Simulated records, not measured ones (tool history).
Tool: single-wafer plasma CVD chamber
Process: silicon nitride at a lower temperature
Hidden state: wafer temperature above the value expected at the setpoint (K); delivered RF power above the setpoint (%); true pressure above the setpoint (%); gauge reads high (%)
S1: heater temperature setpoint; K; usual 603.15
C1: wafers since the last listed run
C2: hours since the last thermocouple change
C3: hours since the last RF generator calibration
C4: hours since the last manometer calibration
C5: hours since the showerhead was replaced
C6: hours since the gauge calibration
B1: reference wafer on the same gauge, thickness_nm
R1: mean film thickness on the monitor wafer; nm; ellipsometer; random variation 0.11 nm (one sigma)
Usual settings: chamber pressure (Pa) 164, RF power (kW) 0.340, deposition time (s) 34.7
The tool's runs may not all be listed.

run 1 day=0.000 | S1=603.15 chamber_pressure_(Pa)=164 RF_power_(kW)=0.340 deposition_time_(s)=38.7 | C1=0 C2=2609.7 C3=1850.2 C4=318.5 C5=7315.9 C6=1737.2 | B1=46.979 | R1=48.482
run 2 day=2.829 | S1=603.15 chamber_pressure_(Pa)=164 RF_power_(kW)=0.375 deposition_time_(s)=34.7 | C1=1291 C2=2677.6 C3=1918.1 C4=386.4 C5=7383.8 C6=1805.1 | B1=46.871 | R1=47.252
run 3 day=4.383 | S1=603.15 chamber_pressure_(Pa)=164 RF_power_(kW)=0.340 deposition_time_(s)=36.4 | C1=709 C2=2714.9 C3=1955.4 C4=423.7 C5=7421.1 C6=1842.4 | B1=46.906 | R1=45.426
-- day=4.904 thermocouple changed; heater temperature recalibrated
-- day=8.021 showerhead replaced, of another model than before
run 4 day=8.150 | S1=603.15 chamber_pressure_(Pa)=164 RF_power_(kW)=0.340 deposition_time_(s)=34.7 | C1=1415 C2=77.9 C3=2045.8 C4=514.1 C5=3.1 C6=1932.8 | B1=46.973 | R1=43.397
-- day=10.533 gauge calibrated
run 5 day=11.021 | S1=603.15 chamber_pressure_(Pa)=164 RF_power_(kW)=0.340 deposition_time_(s)=34.7 | C1=1310 C2=146.8 C3=2114.7 C4=583.0 C5=72.0 C6=11.7 | B1=46.865 | R1=43.482
run 6 day=15.150 | S1=603.15 chamber_pressure_(Pa)=164 RF_power_(kW)=0.340 deposition_time_(s)=34.7 | C1=1884 C2=245.9 C3=2213.8 C4=682.1 C5=171.1 C6=110.8 | B1=46.964 | R1=43.456
run 7 day=16.692 | S1=603.15 chamber_pressure_(Pa)=164 RF_power_(kW)=0.340 deposition_time_(s)=34.7 | C1=703 C2=282.9 C3=2250.8 C4=719.1 C5=208.1 C6=147.8 | B1=46.838 | R1=43.032
run 8 day=19.067 | S1=603.15 chamber_pressure_(Pa)=164 RF_power_(kW)=0.340 deposition_time_(s)=37.5 | C1=1084 C2=339.9 C3=2307.8 C4=776.1 C5=265.1 C6=204.8 | B1=46.929 | R1=46.780
-- day=19.554 RF generator calibrated
run 9 day=23.179 | S1=603.15 chamber_pressure_(Pa)=164 RF_power_(kW)=0.340 deposition_time_(s)=37.5 | C1=1725 C2=438.6 C3=87.0 C4=874.8 C5=363.8 C6=303.5 | B1=46.918 | R1=47.435
run 10 day=25.942 | S1=603.15 chamber_pressure_(Pa)=164 RF_power_(kW)=0.340 deposition_time_(s)=34.7 | C1=1261 C2=504.9 C3=153.3 C4=941.1 C5=430.1 C6=369.8 | B1=46.864 | R1=44.176
run 11 day=29.796 | S1=612.15 chamber_pressure_(Pa)=164 RF_power_(kW)=0.320 deposition_time_(s)=40.4 | C1=1759 C2=597.4 C3=245.8 C4=1033.6 C5=522.6 C6=462.3 | B1=46.841 | R1=49.152
run 12 day=33.750 | S1=599.15 chamber_pressure_(Pa)=164 RF_power_(kW)=0.340 deposition_time_(s)=31.7 | C1=1804 C2=692.3 C3=340.7 C4=1128.5 C5=617.5 C6=557.2 | B1=46.903 | R1=40.461
run 13 day=35.367 | S1=603.15 chamber_pressure_(Pa)=164 RF_power_(kW)=0.340 deposition_time_(s)=34.7 | C1=737 C2=731.1 C3=379.5 C4=1167.3 C5=656.3 C6=596.0 | B1=46.888 | R1=44.154
run 14 day=37.275 | S1=608.15 chamber_pressure_(Pa)=185 RF_power_(kW)=0.340 deposition_time_(s)=30.5 | C1=871 C2=776.9 C3=425.3 C4=1213.1 C5=702.1 C6=641.8 | B1=46.943 | R1=40.897
run 15 day=40.450 | S1=614.15 chamber_pressure_(Pa)=164 RF_power_(kW)=0.315 deposition_time_(s)=34.7 | C1=1449 C2=853.1 C3=501.5 C4=1289.3 C5=778.3 C6=718.0 | B1=46.875 | R1=41.560
run 16 day=44.417 | S1=603.15 chamber_pressure_(Pa)=164 RF_power_(kW)=0.340 deposition_time_(s)=34.7 | C1=1810 C2=948.3 C3=596.7 C4=1384.5 C5=873.5 C6=813.2 | B1=46.862 | R1=43.990
run 17 day=47.300 | S1=617.15 chamber_pressure_(Pa)=164 RF_power_(kW)=0.360 deposition_time_(s)=34.7 | C1=1316 C2=1017.5 C3=665.9 C4=1453.7 C5=942.7 C6=882.4 | B1=46.918 | R1=45.454
run 18 day=50.325 | S1=589.15 chamber_pressure_(Pa)=164 RF_power_(kW)=0.295 deposition_time_(s)=34.7 | C1=1380 C2=1090.1 C3=738.5 C4=1526.3 C5=1015.3 C6=955.0 | B1=46.921 | R1=39.917
run 19 day=55.608 | S1=603.15 chamber_pressure_(Pa)=151 RF_power_(kW)=0.340 deposition_time_(s)=32.0 | C1=2411 C2=1216.9 C3=865.3 C4=1653.1 C5=1142.1 C6=1081.8 | B1=46.920 | R1=38.899
-- day=56.575 capacitance manometer re-zeroed and calibrated
run 20 day=57.212 | S1=603.15 chamber_pressure_(Pa)=164 RF_power_(kW)=0.340 deposition_time_(s)=34.7 | C1=580 C2=1255.4 C3=903.8 C4=15.3 C5=1180.6 C6=1120.3 | B1=46.903 | R1=43.854
run 21 day=59.242 | S1=608.15 chamber_pressure_(Pa)=185 RF_power_(kW)=0.340 deposition_time_(s)=30.5 | C1=926 C2=1304.1 C3=952.5 C4=64.0 C5=1229.3 C6=1169.0 | B1=46.877 | R1=40.529
run 22 day=61.708 | S1=603.15 chamber_pressure_(Pa)=164 RF_power_(kW)=0.340 deposition_time_(s)=34.7 | C1=1125 C2=1363.3 C3=1011.7 C4=123.2 C5=1288.5 C6=1228.2 | B1=46.907 | R1=43.841
run 23 day=65.408 | S1=603.15 chamber_pressure_(Pa)=164 RF_power_(kW)=0.340 deposition_time_(s)=37.5 | C1=1688 C2=1452.1 C3=1100.5 C4=212.0 C5=1377.3 C6=1317.0 | B1=46.870 | R1=47.558
run 24 day=68.988 | S1=616.15 chamber_pressure_(Pa)=164 RF_power_(kW)=0.340 deposition_time_(s)=34.7 | C1=1633 C2=1538.0 C3=1186.4 C4=297.9 C5=1463.2 C6=1402.9 | B1=46.873 | R1=43.688
run 25 day=72.221 | S1=603.15 chamber_pressure_(Pa)=164 RF_power_(kW)=0.340 deposition_time_(s)=34.7 | C1=1475 C2=1615.6 C3=1264.0 C4=375.5 C5=1540.8 C6=1480.5 | B1=46.851 | R1=43.838
run 26 day=73.925 | S1=603.15 chamber_pressure_(Pa)=145 RF_power_(kW)=0.340 deposition_time_(s)=34.7 | C1=777 C2=1656.5 C3=1304.9 C4=416.4 C5=1581.7 C6=1521.4 | B1=46.911 | R1=41.295
run 27 day=75.900 | S1=596.15 chamber_pressure_(Pa)=164 RF_power_(kW)=0.340 deposition_time_(s)=34.7 | C1=901 C2=1703.9 C3=1352.3 C4=463.8 C5=1629.1 C6=1568.8 | B1=46.906 | R1=43.903
run 28 day=80.467 | S1=603.15 chamber_pressure_(Pa)=203 RF_power_(kW)=0.340 deposition_time_(s)=34.7 | C1=2084 C2=1813.5 C3=1461.9 C4=573.4 C5=1738.7 C6=1678.4 | B1=46.876 | R1=47.765

What the log doesn't show, run by run:
wafer temperature above the value expected at the setpoint (K): 0 in every run
true pressure above the setpoint (%): 0 in every run
gauge reads high (%): 0 in every run
H1: delivered RF power above the setpoint (%)
run=1 H1=-2.25
run=2 H1=-2.4
run=3 H1=-2.48
run=4 H1=-2.69
run=5 H1=-2.86
run=6 H1=-3.1
run=7 H1=-3.2
run=8 H1=-3.35
run=9 H1=-0.633
run=10 H1=-0.642
run=11 H1=-0.664
run=12 H1=-0.696
run=13 H1=-0.712
run=14 H1=-0.733
run=15 H1=-0.774
run=16 H1=-0.834
run=17 H1=-0.885
run=18 H1=-0.943
run=19 H1=-1.06
run=20 H1=-1.1
run=21 H1=-1.15
run=22 H1=-1.22
run=23 H1=-1.33
run=24 H1=-1.44
run=25 H1=-1.55
run=26 H1=-1.61
run=27 H1=-1.68
run=28 H1=-1.86
